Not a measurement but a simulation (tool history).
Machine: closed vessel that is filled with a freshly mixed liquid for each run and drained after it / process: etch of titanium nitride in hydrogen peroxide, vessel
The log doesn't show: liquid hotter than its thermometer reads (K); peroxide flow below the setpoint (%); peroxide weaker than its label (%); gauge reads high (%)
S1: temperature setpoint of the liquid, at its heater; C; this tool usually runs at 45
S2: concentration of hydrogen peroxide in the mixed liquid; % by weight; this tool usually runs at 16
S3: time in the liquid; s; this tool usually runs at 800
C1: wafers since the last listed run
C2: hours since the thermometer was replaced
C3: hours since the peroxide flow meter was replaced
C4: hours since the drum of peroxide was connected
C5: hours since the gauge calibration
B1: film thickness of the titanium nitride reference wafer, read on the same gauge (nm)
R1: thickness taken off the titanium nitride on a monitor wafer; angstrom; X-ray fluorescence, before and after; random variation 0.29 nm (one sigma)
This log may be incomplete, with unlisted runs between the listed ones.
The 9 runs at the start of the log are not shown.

run,hour,S1,S2,S3,C1,C2,C3,C4,C5,B1,R1
10,123.6,52,16,1205,896,1445,55.1,47,185.7,99.98,832.2
# hour 127: thermometer replaced
11,137.2,45,16,800,728,10.2,68.7,60.6,199.3,99.97,327.1
12,148.3,45,18.5,800,641,21.3,79.8,71.7,210.4,100.03,342.3
13,165.2,45,16,800,976,38.2,96.7,88.6,227.3,99.95,327.9
14,179.6,52.5,16,800,832,52.6,111.1,103,241.7,100.02,565
15,189.5,52,16,1165,572,62.5,121,112.9,251.6,99.96,797.2
16,198.2,40,16,800,502,71.2,129.7,121.6,260.3,100,226.1
17,213.7,50.5,12,1075,896,86.7,145.2,137.1,275.8,100.06,628.5
18,224.8,45,13.5,565,641,97.8,156.3,148.2,286.9,99.97,222.4
19,236.8,41.5,14.5,625,693,109.8,168.3,160.2,298.9,99.96,190.9
20,252.2,42.5,12,640,890,125.2,183.7,175.6,314.3,99.99,203.7
21,263,41,13.5,665,624,136,194.5,186.4,325.1,99.95,195.2
22,278.5,53.5,14,1245,896,151.5,210,201.9,340.6,100,912.2
23,289.7,45,16,800,647,162.7,221.2,213.1,351.8,100.02,326.8
24,300.6,45,20.5,945,630,173.6,232.1,224,362.7,100,409.2
25,317.8,36,14.5,800,994,190.8,249.3,241.2,379.9,100,161.6
26,331,45,16,800,763,204,262.5,254.4,393.1,99.99,329.1
27,341.3,51,16,800,595,214.3,272.8,264.7,403.4,100.02,508.6
28,356.7,45,12,800,890,229.7,288.2,280.1,418.8,100.05,308.2
29,366.4,45,13.5,565,560,239.4,297.9,289.8,428.5,100.02,224
30,382.7,45,19.5,800,942,255.7,314.2,306.1,444.8,100.01,343.3

Branching from run 30: 3 alternative next runs. What would each branch give?
A,383.6,39.5,16,800,52,256.6,315.1,307,445.7,?,?
B,383.6,37.5,16,1085,52,256.6,315.1,307,445.7,?,?
C,383.6,45,16,1275,52,256.6,315.1,307,445.7,?,?

run,B1,R1
A,100.01,216.9
B,100.01,251.8
C,100.01,524.5
With the hidden condition removed and each run's random variation left untouched, the same runs would have given:
run,R1
A,216.9
B,251.8
C,524.5

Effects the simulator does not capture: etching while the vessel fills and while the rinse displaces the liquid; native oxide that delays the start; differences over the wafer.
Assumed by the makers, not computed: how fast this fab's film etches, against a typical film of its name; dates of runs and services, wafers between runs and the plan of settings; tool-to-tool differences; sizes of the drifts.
